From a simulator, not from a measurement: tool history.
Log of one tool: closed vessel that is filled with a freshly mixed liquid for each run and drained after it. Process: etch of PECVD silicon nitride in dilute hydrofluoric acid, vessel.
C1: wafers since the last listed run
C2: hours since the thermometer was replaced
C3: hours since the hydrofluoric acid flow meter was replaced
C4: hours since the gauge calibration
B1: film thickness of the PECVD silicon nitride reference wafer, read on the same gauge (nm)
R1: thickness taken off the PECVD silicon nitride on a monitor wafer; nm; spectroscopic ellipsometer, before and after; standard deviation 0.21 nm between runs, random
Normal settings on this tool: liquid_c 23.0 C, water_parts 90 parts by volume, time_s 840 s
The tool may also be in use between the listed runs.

run 1 hour=0.0 | liquid_c=23.0 water_parts=90 time_s=840 | C1=0 C2=484.8 C3=873.8 C4=979.7 | B1=130.02 | R1=45.43
run 2 hour=53.0 | liquid_c=23.0 water_parts=90 time_s=840 | C1=3878 C2=537.8 C3=926.8 C4=1032.7 | B1=130.00 | R1=45.47
run 3 hour=110.2 | liquid_c=26.5 water_parts=90 time_s=840 | C1=4186 C2=595.0 C3=984.0 C4=1089.9 | B1=130.00 | R1=56.82
-- hour=127.3 hydrofluoric acid flow meter replaced
run 4 hour=156.7 | liquid_c=26.5 water_parts=90 time_s=840 | C1=3330 C2=641.5 C3=29.4 C4=1136.4 | B1=129.99 | R1=57.99
run 5 hour=242.7 | liquid_c=23.0 water_parts=90 time_s=840 | C1=6294 C2=727.5 C3=115.4 C4=1222.4 | B1=129.99 | R1=46.16
run 6 hour=307.0 | liquid_c=23.0 water_parts=90 time_s=840 | C1=4705 C2=791.8 C3=179.7 C4=1286.7 | B1=129.96 | R1=45.83
run 7 hour=385.2 | liquid_c=23.0 water_parts=90 time_s=840 | C1=5723 C2=870.0 C3=257.9 C4=1364.9 | B1=130.04 | R1=45.86
run 8 hour=423.0 | liquid_c=23.0 water_parts=90 time_s=840 | C1=2766 C2=907.8 C3=295.7 C4=1402.7 | B1=130.01 | R1=45.84
run 9 hour=494.6 | liquid_c=23.0 water_parts=90 time_s=840 | C1=5240 C2=979.4 C3=367.3 C4=1474.3 | B1=130.00 | R1=45.72
run 10 hour=572.5 | liquid_c=23.0 water_parts=90 time_s=840 | C1=5701 C2=1057.3 C3=445.2 C4=1552.2 | B1=130.00 | R1=45.57
run 11 hour=670.8 | liquid_c=23.0 water_parts=90 time_s=840 | C1=7194 C2=1155.6 C3=543.5 C4=1650.5 | B1=129.99 | R1=45.51
-- hour=721.4 gauge calibrated
run 12 hour=746.2 | liquid_c=21.5 water_parts=60 time_s=840 | C1=5518 C2=1231.0 C3=618.9 C4=24.8 | B1=129.98 | R1=61.60
run 13 hour=805.7 | liquid_c=21.5 water_parts=60 time_s=840 | C1=4354 C2=1290.5 C3=678.4 C4=84.3 | B1=130.03 | R1=61.02
run 14 hour=854.6 | liquid_c=23.0 water_parts=90 time_s=840 | C1=3578 C2=1339.4 C3=727.3 C4=133.2 | B1=130.00 | R1=45.44
run 15 hour=939.5 | liquid_c=23.0 water_parts=90 time_s=840 | C1=6213 C2=1424.3 C3=812.2 C4=218.1 | B1=130.02 | R1=45.53
run 16 hour=992.4 | liquid_c=23.0 water_parts=75 time_s=475 | C1=3871 C2=1477.2 C3=865.1 C4=271.0 | B1=130.01 | R1=30.73
run 17 hour=1069.9 | liquid_c=23.0 water_parts=90 time_s=685 | C1=5672 C2=1554.7 C3=942.6 C4=348.5 | B1=130.01 | R1=36.85
-- hour=1105.7 hydrofluoric acid flow meter replaced
run 18 hour=1147.4 | liquid_c=23.0 water_parts=130 time_s=840 | C1=5598 C2=1632.2 C3=41.7 C4=426.0 | B1=129.98 | R1=32.18
run 19 hour=1198.8 | liquid_c=23.0 water_parts=90 time_s=840 | C1=3761 C2=1683.6 C3=93.1 C4=477.4 | B1=130.04 | R1=45.96
-- hour=1267.9 thermometer replaced
run 20 hour=1299.9 | liquid_c=21.0 water_parts=80 time_s=525 | C1=7326 C2=32.0 C3=194.2 C4=578.5 | B1=130.06 | R1=27.97
run 21 hour=1351.9 | liquid_c=23.0 water_parts=90 time_s=840 | C1=3805 C2=84.0 C3=246.2 C4=630.5 | B1=129.99 | R1=45.80
run 22 hour=1398.6 | liquid_c=23.0 water_parts=90 time_s=840 | C1=3417 C2=130.7 C3=292.9 C4=677.2 | B1=130.01 | R1=45.97
run 23 hour=1462.2 | liquid_c=23.0 water_parts=90 time_s=840 | C1=4654 C2=194.3 C3=356.5 C4=740.8 | B1=130.02 | R1=45.90
run 24 hour=1567.0 | liquid_c=20.5 water_parts=105 time_s=840 | C1=7670 C2=299.1 C3=461.3 C4=845.6 | B1=130.02 | R1=33.42
run 25 hour=1663.9 | liquid_c=23.0 water_parts=90 time_s=840 | C1=7091 C2=396.0 C3=558.2 C4=942.5 | B1=130.01 | R1=45.65
run 26 hour=1730.3 | liquid_c=25.0 water_parts=70 time_s=620 | C1=4859 C2=462.4 C3=624.6 C4=1008.9 | B1=129.99 | R1=49.16
run 27 hour=2035.2 | liquid_c=23.0 water_parts=115 time_s=840 | C1=22314 C2=767.3 C3=929.5 C4=1313.8 | B1=129.98 | R1=35.58
run 28 hour=2105.1 | liquid_c=27.0 water_parts=120 time_s=1025 | C1=5115 C2=837.2 C3=999.4 C4=1383.7 | B1=130.01 | R1=54.00

The tool's hidden state at each run:
liquid colder than its thermometer reads (K): 0 at every run
gauge reads high (%): 0 at every run
H1: hydrofluoric acid flow below the setpoint (%)
run=1 H1=1.78
run=2 H1=1.89
run=3 H1=2
run=4 H1=0.105
run=5 H1=0.276
run=6 H1=0.405
run=7 H1=0.561
run=8 H1=0.636
run=9 H1=0.779
run=10 H1=0.935
run=11 H1=1.13
run=12 H1=1.28
run=13 H1=1.4
run=14 H1=1.5
run=15 H1=1.67
run=16 H1=1.77
run=17 H1=1.93
run=18 H1=0.18
run=19 H1=0.283
run=20 H1=0.485
run=21 H1=0.588
run=22 H1=0.682
run=23 H1=0.809
run=24 H1=1.02
run=25 H1=1.21
run=26 H1=1.34
run=27 H1=1.95
run=28 H1=2.09
